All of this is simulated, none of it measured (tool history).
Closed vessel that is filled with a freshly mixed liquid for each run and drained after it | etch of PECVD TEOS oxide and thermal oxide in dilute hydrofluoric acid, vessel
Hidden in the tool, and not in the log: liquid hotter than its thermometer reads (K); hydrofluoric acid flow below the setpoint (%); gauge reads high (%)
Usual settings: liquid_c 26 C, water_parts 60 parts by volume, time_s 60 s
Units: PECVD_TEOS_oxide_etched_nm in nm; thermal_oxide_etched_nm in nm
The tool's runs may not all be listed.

run	day	liquid_c	water_parts	time_s	wafers since the last listed run	hours since the thermometer was replaced	hours since the hydrofluoric acid flow meter was replaced	hours since the gauge calibration	read-back film thickness of the PECVD TEOS oxide reference wafer, read on the same gauge (nm)	read-back film thickness of the thermal oxide reference wafer, read on the same gauge (nm)	PECVD_TEOS_oxide_etched_nm	thermal_oxide_etched_nm
1	0	26	60	60	0	1149.8	1684.1	2173.4	50.04	140.01	25.41	5.75
2	1.804	26	60	60	5774	1193.1	1727.4	2216.7	49.95	139.98	25.71	5.8
3	3.612	26	60	60	5788	1236.5	1770.8	2260.1	50	140	25.72	5.76
4	6.612	26	60	60	9602	1308.5	1842.8	2332.1	49.97	139.99	25.55	5.81
5	9.596	26	60	60	9549	1380.1	1914.4	2403.7	49.93	140	25.62	5.82
6	12.3	26	60	60	8655	1445	1979.3	2468.6	49.97	140	26.01	5.83
7	13.938	26	60	60	5241	1484.3	2018.6	2507.9	50.02	140.02	26.04	5.8
# day 15.062: gauge calibrated
8	16.75	23.5	60	60	9002	1551.8	2086.1	40.5	49.99	140.01	23.35	5.3
# day 18.988: hydrofluoric acid flow meter replaced
9	19.112	26	60	85	7428	1608.5	3	97.2	50.03	140	36.84	8.28
10	20.925	26	60	60	5801	1652	46.5	140.7	50.02	140	25.85	5.92
11	21.983	26	60	80	3387	1677.4	71.9	166.1	50.05	139.99	34.78	7.78
12	24.829	30	80	60	9109	1745.7	140.2	234.4	50.04	140.01	22.04	4.96
13	26.379	26	60	35	4961	1782.9	177.4	271.6	49.97	140	15.31	3.43
14	28.775	21	85	70	7668	1840.4	234.9	329.1	50.03	140	17.19	3.88
15	37.754	26	60	60	28740	2055.9	450.4	544.6	50.05	140	26.46	5.94
# day 38.608: thermometer replaced
16	40.325	28.5	45	85	8095	41.2	512.1	606.3	49.95	140.01	52.32	11.9
17	48.083	26	60	85	24833	227.4	698.3	792.5	49.96	139.99	35.13	7.87
18	50.55	29	60	60	7895	286.6	757.5	851.7	49.98	140.01	27.96	6.28
19	52.283	26	40	60	5548	328.2	799.1	893.3	50.03	139.97	37.89	8.73
20	53.646	26	60	60	4361	360.9	831.8	926	49.97	139.99	25.08	5.63
21	55.583	28.5	45	60	6201	407.4	878.3	972.5	50	140	37.76	8.43
22	57.004	29.5	60	80	4547	441.5	912.4	1006.6	49.99	140	38.4	8.58
23	59.396	26	60	40	7655	498.9	969.8	1064	49.98	139.99	16.65	3.76
24	62.288	26	80	60	9255	568.3	1039.2	1133.4	49.99	140	18.21	4.11
25	65.192	28.5	35	60	9295	638	1108.9	1203.1	50.03	140	49.65	11.2
26	67.962	26	60	60	8869	704.5	1175.4	1269.6	50.03	140.02	25.05	5.68

4 ways to go on from here, each from the tool as it stands after run 26. What would each give?
A	67.992	26	60	60	93	705.2	1176.1	1270.3	?	?	?	?
B	67.992	21.5	60	30	93	705.2	1176.1	1270.3	?	?	?	?
C	67.992	24.5	40	35	93	705.2	1176.1	1270.3	?	?	?	?
D	67.992	28	60	60	93	705.2	1176.1	1270.3	?	?	?	?

run	read-back film thickness of the PECVD TEOS oxide reference wafer, read on the same gauge (nm)	read-back film thickness of the thermal oxide reference wafer, read on the same gauge (nm)	PECVD_TEOS_oxide_etched_nm	thermal_oxide_etched_nm
A	49.94	140	25.35	5.69
B	49.94	140	10.56	2.37
C	49.94	140	21.46	4.82
D	49.94	140	27.44	6.16
Without the tool's hidden state the same runs would have given:
run	PECVD_TEOS_oxide_etched_nm	thermal_oxide_etched_nm
A	24.69	5.54
B	10.27	2.31
C	20.89	4.69
D	26.74	6
